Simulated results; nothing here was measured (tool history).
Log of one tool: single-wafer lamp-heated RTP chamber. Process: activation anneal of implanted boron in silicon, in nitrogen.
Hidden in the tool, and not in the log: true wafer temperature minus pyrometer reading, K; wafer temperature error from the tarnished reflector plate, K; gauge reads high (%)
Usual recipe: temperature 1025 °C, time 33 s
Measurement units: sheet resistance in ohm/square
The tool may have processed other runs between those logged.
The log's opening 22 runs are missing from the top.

run,day,temperature,time,wafers since the last listed run,wafers since the last pyrometer calibration,wafers since the reflector plate was cleaned,hours since the gauge calibration,"read-back reference wafer on the same gauge, sheet resistance",sheet resistance
23,47.467,1015,18,222,3228,4927,1177.5,326.81,285.53
# day 54.575: gauge calibrated
24,54.729,1011,45,1438,4667,6366,3.7,329.28,285.69
25,57.225,1037,14,494,5162,6860,63.6,329.02,284.49
# day 58.771: pyrometer window cleaned and pyrometer calibrated
26,59.754,1025,33,434,195,7295,124.3,329.04,283.76
27,61.179,1043,26,282,477,7578,158.5,328.96,283.19
28,63.954,1051,42,549,1027,8127,225.1,329.06,281.05
29,65.829,1012,39,371,1398,8499,270.1,328.98,285.87
30,66.925,1004,33,217,1615,8716,296.4,328.98,287.98

Run 31, settings as shown, results not yet in. Your forecast:
31,69.558,1025,39,521,2137,9238,359.6,?,?

read-back reference wafer on the same gauge, sheet resistance: 329.07
sheet resistance: 283.55 ohm/square
Minus the tool's unlogged condition, the same run would have read sheet resistance 283.58 ohm/square.
